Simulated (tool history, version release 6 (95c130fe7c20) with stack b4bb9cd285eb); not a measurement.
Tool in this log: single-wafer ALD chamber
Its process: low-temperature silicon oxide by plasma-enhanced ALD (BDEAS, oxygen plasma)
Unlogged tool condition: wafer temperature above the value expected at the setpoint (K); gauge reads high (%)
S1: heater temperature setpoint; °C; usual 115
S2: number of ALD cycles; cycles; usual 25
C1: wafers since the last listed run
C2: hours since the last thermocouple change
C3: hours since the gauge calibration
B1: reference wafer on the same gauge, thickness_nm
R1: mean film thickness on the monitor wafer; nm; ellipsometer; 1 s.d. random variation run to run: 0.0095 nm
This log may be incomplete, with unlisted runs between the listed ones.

Run 1, hour 0.0: usual settings but S1 105 °C; C1 0; C2 770.3; C3 499.8; B1 3.679. Result: R1 3.911 nm.
Run 2, hour 29.7: usual settings but S1 105 °C; C1 361; C2 800.0; C3 529.5; B1 3.677. Result: R1 3.919 nm.
Run 3, hour 71.0: usual settings but S1 105 °C; C1 503; C2 841.3; C3 570.8; B1 3.681. Result: R1 3.928 nm.
Run 4, hour 101.7: usual settings but S1 110 °C; C1 374; C2 872.0; C3 601.5; B1 3.682. Result: R1 3.875 nm.
Run 5, hour 132.7: usual settings but S1 110 °C; C1 377; C2 903.0; C3 632.5; B1 3.680. Result: R1 3.864 nm.
Run 6, hour 193.3: usual settings but S1 110 °C; C1 738; C2 963.6; C3 693.1; B1 3.681. Result: R1 3.856 nm.
Run 7, hour 234.1: usual settings; C1 497; C2 1004.4; C3 733.9; B1 3.681. Result: R1 3.853 nm.
Run 8, hour 262.4: usual settings but S2 27 cycles; C1 344; C2 1032.7; C3 762.2; B1 3.679. Result: R1 4.124 nm.
Run 9, hour 302.7: usual settings but S2 27 cycles; C1 491; C2 1073.0; C3 802.5; B1 3.680. Result: R1 4.127 nm.
Run 10, hour 329.3: usual settings but S2 27 cycles; C1 324; C2 1099.6; C3 829.1; B1 3.680. Result: R1 4.126 nm.
Run 11, hour 378.3: usual settings but S1 105 °C; C1 597; C2 1148.6; C3 878.1; B1 3.679. Result: R1 3.915 nm.
At hour 397.8: gauge calibrated.
Run 12, hour 440.4: usual settings but S2 28 cycles; C1 756; C2 1210.7; C3 42.6; B1 3.679. Result: R1 4.291 nm.
Run 13, hour 470.9: usual settings but S1 110 °C, S2 28 cycles; C1 371; C2 1241.2; C3 73.1; B1 3.680. Result: R1 4.322 nm.
Run 14, hour 499.1: usual settings but S1 105 °C, S2 27 cycles; C1 343; C2 1269.4; C3 101.3; B1 3.679. Result: R1 4.232 nm.
At hour 520.6: thermocouple changed; heater temperature recalibrated.
Run 15, hour 569.0: usual settings but S1 129 °C; C1 754; C2 48.4; C3 171.2; B1 3.678. Result: R1 3.677 nm.
Run 16, hour 618.6: usual settings but S2 29 cycles; C1 604; C2 98.0; C3 220.8; B1 3.679. Result: R1 4.410 nm.
Run 17, hour 749.6: usual settings but S1 127 °C, S2 23 cycles; C1 1596; C2 229.0; C3 351.8; B1 3.681. Result: R1 3.419 nm.
Run 18, hour 793.0: usual settings; C1 528; C2 272.4; C3 395.2; B1 3.679. Result: R1 3.806 nm.
Run 19, hour 855.9: usual settings; C1 766; C2 335.3; C3 458.1; B1 3.681. Result: R1 3.832 nm.
Run 20, hour 890.8: usual settings; C1 425; C2 370.2; C3 493.0; B1 3.678. Result: R1 3.848 nm.
Run 21, hour 917.4: usual settings but S1 121 °C, S2 27 cycles; C1 324; C2 396.8; C3 519.6; B1 3.681. Result: R1 4.063 nm.

A few steps of R1 between consecutive runs. Split each: what settings, incoming material and random variation would produce without the hidden state, and what is left over for the hidden state, along with gauge scatter present in only one of the two compared results (measured, and without hidden state):
Run 13 -> 14: S1 110 -> 105, S2 28 -> 27. R1 -0.090 nm: hidden state +0.013, all else -0.103.
Run 14 -> 15: S1 105 -> 129, S2 27 -> 25, thermocouple changed; heater temperature recalibrated. R1 -0.555 nm: hidden state -0.048, all else -0.507.
Run 15 -> 16: S1 129 -> 115, S2 25 -> 29. R1 +0.733 nm: hidden state +0.007, all else +0.726.
Run 16 -> 17: S1 115 -> 127, S2 29 -> 23. R1 -0.991 nm: hidden state +0.006, all else -0.997.
